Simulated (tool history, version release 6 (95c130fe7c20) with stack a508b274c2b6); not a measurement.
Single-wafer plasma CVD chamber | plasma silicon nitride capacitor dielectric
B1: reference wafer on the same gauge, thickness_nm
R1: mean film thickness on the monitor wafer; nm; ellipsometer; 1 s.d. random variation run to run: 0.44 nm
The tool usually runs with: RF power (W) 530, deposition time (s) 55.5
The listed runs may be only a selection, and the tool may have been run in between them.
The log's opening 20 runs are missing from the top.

Run 21, hour 1542.4: usual settings but RF power (W) 610, deposition time (s) 64.1; B1 73.745. Result: R1 103.689 nm.
Run 22, hour 1648.7: usual settings but RF power (W) 605; B1 73.844. Result: R1 89.367 nm.
Run 23, hour 1703: usual settings; B1 73.871. Result: R1 85.9 nm.
Run 24, hour 1772.6: usual settings but RF power (W) 470, deposition time (s) 46.5; B1 73.958. Result: R1 69.445 nm.
Run 25, hour 1842.7: usual settings but deposition time (s) 62.2; B1 73.86. Result: R1 96.496 nm.
Run 26, hour 1897.5: usual settings but deposition time (s) 51.8; B1 73.859. Result: R1 81.198 nm.
Run 27, hour 1938.4: usual settings; B1 73.914. Result: R1 85.617 nm.
Run 28, hour 1980.7: usual settings but RF power (W) 635, deposition time (s) 59.2; B1 73.91. Result: R1 97.917 nm.
Run 29, hour 2047.1: usual settings; B1 73.83. Result: R1 86.488 nm.
Run 30, hour 2094: usual settings but RF power (W) 480, deposition time (s) 62.8; B1 73.973. Result: R1 94.45 nm.
Run 31, hour 2154.5: usual settings but RF power (W) 610, deposition time (s) 64.1; B1 73.943. Result: R1 103.547 nm.
Run 32, hour 2208.7: usual settings but RF power (W) 595, deposition time (s) 45.5; B1 73.907. Result: R1 72.832 nm.
At hour 2273.2: RF generator calibrated.
Run 33, hour 2273.7: usual settings; B1 73.936. Result: R1 88.23 nm.
Run 34, hour 2326.6: usual settings; B1 73.782. Result: R1 88.321 nm.
Run 35, hour 2380: usual settings; B1 74.011. Result: R1 87.545 nm.
Run 36, hour 2435: usual settings but deposition time (s) 45; B1 73.77. Result: R1 71.157 nm.
Run 37, hour 2510: usual settings but RF power (W) 465, deposition time (s) 48.7; B1 73.814. Result: R1 73.514 nm.
Run 38, hour 2551.7: usual settings but RF power (W) 625, deposition time (s) 45.8; B1 73.935. Result: R1 76.042 nm.
Run 39, hour 2653.9: usual settings but deposition time (s) 60; B1 73.986. Result: R1 95.131 nm.
Run 40, hour 2691.4: usual settings but RF power (W) 475, deposition time (s) 50.6; B1 73.859. Result: R1 75.997 nm.
Run 41, hour 2746.1: usual settings; B1 73.797. Result: R1 87.761 nm.
At hour 2821.9: gauge calibrated.
Run 42, hour 2832.3: usual settings; B1 73.92. Result: R1 86.542 nm.
Run 43, hour 2925.4: usual settings but RF power (W) 495, deposition time (s) 62.8; B1 73.952. Result: R1 96.042 nm.
Run 44, hour 2964.6: usual settings but RF power (W) 450, deposition time (s) 64.3; B1 73.961. Result: R1 95.365 nm.

Alternative continuations, all from the tool just after run 44; predict every row:
Run A, hour 2965: usual settings; B1 ?. Result: R1 ?.
Run B, hour 2965: usual settings but RF power (W) 560, deposition time (s) 44.8; B1 ?. Result: R1 ?.
Run C, hour 2965: usual settings but RF power (W) 465, deposition time (s) 52.7; B1 ?. Result: R1 ?.
Run D, hour 2965: usual settings but RF power (W) 620; B1 ?. Result: R1 ?.

run      B1      R1
  A  73.908  85.875
  B  73.908  70.466
  C  73.908  78.426
  D  73.908  89.985
With the hidden condition removed and each run's random variation left untouched, the same runs would have given:
run      R1
  A  87.715
  B  71.976
  C  80.107
  D  91.913
